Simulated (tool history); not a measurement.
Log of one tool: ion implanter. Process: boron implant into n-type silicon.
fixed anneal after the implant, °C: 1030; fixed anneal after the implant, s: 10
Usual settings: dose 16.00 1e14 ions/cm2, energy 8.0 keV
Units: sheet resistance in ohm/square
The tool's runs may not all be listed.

run	hour	dose	energy	wafers since the last listed run	hours since the last dose calibration	hours since the extraction supply was calibrated	hours since the gauge calibration	read-back reference wafer on the same gauge, sheet resistance	sheet resistance
1	0.0	16.00	8.0	0	1933.9	3764.8	240.9	105.01	124.10
2	11.3	16.00	8.0	125	1945.2	3776.1	252.2	105.00	124.05
3	17.3	16.00	8.0	66	1951.2	3782.1	258.2	104.98	124.00
4	32.6	16.00	8.0	170	1966.5	3797.4	273.5	105.00	123.95
5	51.9	16.00	8.0	214	1985.8	3816.7	292.8	104.99	124.23
6	58.6	16.00	8.0	74	1992.5	3823.4	299.5	104.98	124.32
7	70.7	14.81	7.0	134	2004.6	3835.5	311.6	105.03	134.38
8	78.4	19.35	10.0	85	2012.3	3843.2	319.3	105.00	105.90
9	86.2	19.35	10.0	86	2020.1	3851.0	327.1	104.99	105.95
10	92.8	19.35	10.0	73	2026.7	3857.6	333.7	105.03	106.17
11	110.2	16.00	8.0	193	2044.1	3875.0	351.1	105.00	123.99
12	119.5	16.00	8.0	103	2053.4	3884.3	360.4	104.97	124.29
13	128.4	16.00	8.0	98	2062.3	3893.2	369.3	105.01	124.14
14	145.8	16.00	8.0	193	2079.7	3910.6	386.7	104.96	124.42
15	160.4	14.54	7.0	162	2094.3	3925.2	401.3	105.03	134.93
16	175.8	16.00	7.0	171	2109.7	3940.6	416.7	105.00	131.59
17	182.4	12.20	10.0	73	2116.3	3947.2	423.3	105.03	128.19
18	197.2	13.44	6.5	164	2131.1	3962.0	438.1	105.01	142.50
19	212.6	17.25	8.0	171	2146.5	3977.4	453.5	105.01	121.64
20	218.7	14.54	7.0	67	2152.6	3983.5	459.6	105.02	134.88
# hour 222.7: gauge calibrated
21	226.2	11.84	10.5	83	2160.1	3991.0	3.5	104.99	128.48
22	235.1	14.16	9.0	98	2169.0	3999.9	12.4	105.00	123.43
23	248.1	19.90	9.5	144	2182.0	4012.9	25.4	105.02	108.08
24	260.8	19.51	8.0	141	2194.7	4025.6	38.1	104.99	118.59
# hour 280.9: Faraday cup replaced and dose calibrated
25	281.4	14.73	5.5	140	0.5	4046.2	58.7	105.02	149.03
# hour 300.0: extraction supply calibrated
26	300.5	19.18	7.5	123	19.6	0.5	77.8	104.99	122.56
27	302.1	16.00	10.5	17	21.2	2.1	79.4	104.99	110.46
28	319.7	16.00	8.0	195	38.8	19.7	97.0	105.00	124.11
29	367.2	20.76	8.0	528	86.3	67.2	144.5	104.99	117.34
30	378.5	16.00	7.0	125	97.6	78.5	155.8	104.99	131.71
31	386.1	16.00	8.0	84	105.2	86.1	163.4	104.98	123.94
32	436.6	19.90	9.5	561	155.7	136.6	213.9	105.00	108.17
33	451.2	16.00	8.0	162	170.3	151.2	228.5	105.00	124.38
34	463.9	16.00	8.0	141	183.0	163.9	241.2	105.00	123.87
35	480.3	14.59	8.0	182	199.4	180.3	257.6	104.99	127.65
36	496.0	12.46	7.0	174	215.1	196.0	273.3	105.00	142.68

5 ways to go on from here, each from the tool as it stands after run 36. What would each give?
A	496.4	16.00	8.0	4	215.5	196.4	273.7	?	?
B	496.4	18.90	6.0	4	215.5	196.4	273.7	?	?
C	496.4	13.76	9.0	4	215.5	196.4	273.7	?	?
D	496.4	13.24	6.0	4	215.5	196.4	273.7	?	?
E	496.4	11.42	6.5	4	215.5	196.4	273.7	?	?

run	read-back reference wafer on the same gauge, sheet resistance	sheet resistance
A	104.99	124.24
B	104.99	137.51
C	104.99	124.97
D	104.99	147.84
E	104.99	151.63
Without the tool's hidden state the same runs would have given:
run	sheet resistance
A	124.24
B	137.51
C	124.97
D	147.84
E	151.63

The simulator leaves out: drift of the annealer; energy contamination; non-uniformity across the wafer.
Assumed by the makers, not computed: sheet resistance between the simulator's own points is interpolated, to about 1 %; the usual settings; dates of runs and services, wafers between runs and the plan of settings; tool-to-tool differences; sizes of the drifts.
